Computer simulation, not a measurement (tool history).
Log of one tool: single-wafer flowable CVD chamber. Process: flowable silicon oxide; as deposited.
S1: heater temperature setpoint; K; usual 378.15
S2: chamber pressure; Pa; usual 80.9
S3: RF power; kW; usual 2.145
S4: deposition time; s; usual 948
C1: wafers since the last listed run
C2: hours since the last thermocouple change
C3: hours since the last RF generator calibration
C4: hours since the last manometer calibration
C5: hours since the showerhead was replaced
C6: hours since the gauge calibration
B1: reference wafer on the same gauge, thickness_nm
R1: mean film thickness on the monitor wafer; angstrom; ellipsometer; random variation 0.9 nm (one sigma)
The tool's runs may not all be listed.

run	hour	S1	S2	S3	S4	C1	C2	C3	C4	C5	C6	B1	R1
1	0.0	378.15	80.9	2.145	948	0	1735.8	1960.8	678.8	7848.7	108.4	356.120	3255.14
2	33.6	378.15	80.9	2.145	948	88	1769.4	1994.4	712.4	7882.3	142.0	356.299	3247.46
3	51.9	378.15	80.9	2.145	948	48	1787.7	2012.7	730.7	7900.6	160.3	355.818	3246.41
4	84.2	378.15	80.9	2.145	948	84	1820.0	2045.0	763.0	7932.9	192.6	355.823	3258.09
5	105.3	378.15	80.9	2.145	948	55	1841.1	2066.1	784.1	7954.0	213.7	355.905	3254.13
6	119.6	367.15	80.9	2.145	948	37	1855.4	2080.4	798.4	7968.3	228.0	356.220	4953.36
7	144.4	367.15	80.9	2.145	948	65	1880.2	2105.2	823.2	7993.1	252.8	355.814	4954.34
8	177.0	378.15	80.9	2.145	948	85	1912.8	2137.8	855.8	8025.7	285.4	356.030	3281.48
# hour 189.3: RF generator calibrated
9	201.6	378.15	80.9	2.145	948	43	1937.4	12.3	880.4	8050.3	310.0	355.948	3265.23
10	235.6	378.15	80.9	2.145	948	89	1971.4	46.3	914.4	8084.3	344.0	356.481	3275.68
11	250.7	370.15	80.9	2.145	849	39	1986.5	61.4	929.5	8099.4	359.1	355.992	3981.41
# hour 287.9: showerhead replaced
12	288.4	370.15	80.9	2.145	849	77	2024.2	99.1	967.2	0.5	396.8	355.628	3984.35
13	297.5	378.15	80.9	2.145	948	23	2033.3	108.2	976.3	9.6	405.9	356.271	3280.63
14	322.2	378.15	97.7	1.945	948	64	2058.0	132.9	1001.0	34.3	430.6	356.116	3929.27
# hour 353.0: thermocouple changed; heater temperature recalibrated
15	353.5	390.15	80.9	2.145	948	61	0.5	164.2	1032.3	65.6	461.9	355.651	2213.83
16	359.0	366.15	96.1	1.965	948	14	6.0	169.7	1037.8	71.1	467.4	355.809	6294.84
# hour 373.1: capacitance manometer re-zeroed and calibrated
17	380.4	378.15	96.1	1.780	1046	35	27.4	191.1	7.3	92.5	488.8	355.904	4308.88
18	415.5	378.15	80.9	2.145	948	92	62.5	226.2	42.4	127.6	523.9	355.949	3426.43
19	437.3	366.15	80.9	1.875	948	57	84.3	248.0	64.2	149.4	545.7	355.699	5257.42
# hour 444.4: gauge calibrated
20	462.7	366.15	80.9	1.875	948	66	109.7	273.4	89.6	174.8	18.3	355.769	5258.21
21	486.4	378.15	80.9	2.440	948	62	133.4	297.1	113.3	198.5	42.0	356.072	3470.23
# hour 502.0: thermocouple changed; heater temperature recalibrated, repeated, since the last time left the tool worse
22	504.2	378.15	80.9	1.990	948	25	2.2	314.9	131.1	216.3	59.8	356.234	3122.89
23	532.4	378.15	96.8	2.430	948	74	30.4	343.1	159.3	244.5	88.0	356.077	3840.72
24	559.3	378.15	96.0	2.145	948	70	57.3	370.0	186.2	271.4	114.9	356.042	3739.18
25	587.9	378.15	80.9	2.145	948	75	85.9	398.6	214.8	300.0	143.5	355.723	3170.70
26	602.7	378.15	80.9	2.145	948	38	100.7	413.4	229.6	314.8	158.3	356.081	3167.18

Forecast each of these 5 alternatives for the next run:
A	603.4	378.15	80.9	2.145	948	1	101.4	414.1	230.3	315.5	159.0	?	?
B	603.4	382.15	96.1	2.300	765	1	101.4	414.1	230.3	315.5	159.0	?	?
C	603.4	378.15	97.2	2.145	948	1	101.4	414.1	230.3	315.5	159.0	?	?
D	603.4	378.15	80.9	1.865	1021	1	101.4	414.1	230.3	315.5	159.0	?	?
E	603.4	378.15	80.9	1.805	948	1	101.4	414.1	230.3	315.5	159.0	?	?

run	B1	R1
A	356.151	3162.24
B	356.151	2631.00
C	356.151	3792.55
D	356.151	3322.95
E	356.151	3066.15
Without the tool's hidden state the same runs would have given:
run	R1
A	3170.24
B	2637.50
C	3802.16
D	3331.36
E	3073.92
